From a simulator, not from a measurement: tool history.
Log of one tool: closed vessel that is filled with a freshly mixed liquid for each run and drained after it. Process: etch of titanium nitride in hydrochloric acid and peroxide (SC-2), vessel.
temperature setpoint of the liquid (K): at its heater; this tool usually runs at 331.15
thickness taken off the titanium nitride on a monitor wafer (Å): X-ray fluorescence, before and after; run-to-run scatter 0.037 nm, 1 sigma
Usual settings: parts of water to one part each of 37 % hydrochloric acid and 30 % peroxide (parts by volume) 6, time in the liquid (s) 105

run	hour	temperature setpoint of the liquid (K)	parts of water to one part each of 37 % hydrochloric acid and 30 % peroxide (parts by volume)	time in the liquid (s)	wafers since the last listed run	hours since the thermometer was replaced	hours since the chemicals flow meter was replaced	hours since the drum of peroxide was connected	hours since the gauge calibration	read-back film thickness of the titanium nitride reference wafer, read on the same gauge (nm)	thickness taken off the titanium nitride on a monitor wafer (Å)
1	0	331.15	6	105	0	1220.4	1984.9	13	262.1	110.02	63.1
# hour 9.8: gauge calibrated
2	35.8	331.15	6	105	4075	1256.2	2020.7	48.8	26	110.04	62.4
3	58.1	331.15	5.5	105	2538	1278.5	2043	71.1	48.3	110.05	67.5
4	86	331.15	5.5	105	3176	1306.4	2070.9	99	76.2	110	67
5	110.4	331.15	5.5	105	2777	1330.8	2095.3	123.4	100.6	109.99	66.8
6	136.7	331.15	6	105	2994	1357.1	2121.6	149.7	126.9	109.97	62.9
7	158.5	331.15	4	105	2481	1378.9	2143.4	171.5	148.7	110	83.6
8	185.5	331.15	8	150	3074	1405.9	2170.4	198.5	175.7	110.01	71.7
9	216.3	331.15	6	60	3506	1436.7	2201.2	229.3	206.5	110.03	35.8
10	237.8	336.65	6	85	2447	1458.2	2222.7	250.8	228	110.01	71.4
# hour 251.2: new drum of peroxide connected
11	265.1	325.15	5	155	2994	1485.5	2250	13.9	255.3	110.04	72.3
12	286.6	321.65	5	105	2447	1507	2271.5	35.4	276.8	110	39.1
13	310.2	331.15	6	105	2686	1530.6	2295.1	59	300.4	109.98	63
# hour 314.7: chemicals flow meter replaced
# hour 322.1: thermometer replaced
# hour 327.2: gauge calibrated
14	329	321.65	8.5	70	1912	6.9	14.3	77.8	1.8	110	17
15	356.8	331.15	5.5	105	3165	34.7	42.1	105.6	29.6	109.99	66.5
16	385.9	331.15	6	105	3313	63.8	71.2	134.7	58.7	110.03	62.7
17	399.6	326.65	4.5	85	1559	77.5	84.9	148.4	72.4	110.04	46.8
18	434.3	336.15	4.5	105	3950	112.2	119.6	183.1	107.1	110	105.3

Alternative continuations, all from the tool just after run 18; predict every row:
A	435	331.15	7.5	105	79	112.9	120.3	183.8	107.8	?	?
B	435	325.65	9	105	79	112.9	120.3	183.8	107.8	?	?
C	435	325.65	4.5	155	79	112.9	120.3	183.8	107.8	?	?
D	435	331.15	6	155	79	112.9	120.3	183.8	107.8	?	?

run	read-back film thickness of the titanium nitride reference wafer, read on the same gauge (nm)	thickness taken off the titanium nitride on a monitor wafer (Å)
A	110.02	52.9
B	110.02	32
C	110.02	80
D	110.02	92.7
The same runs, with their run-to-run variation unchanged, on a tool lacking any hidden condition would have given:
run	thickness taken off the titanium nitride on a monitor wafer (Å)
A	52.9
B	32
C	80
D	92.7
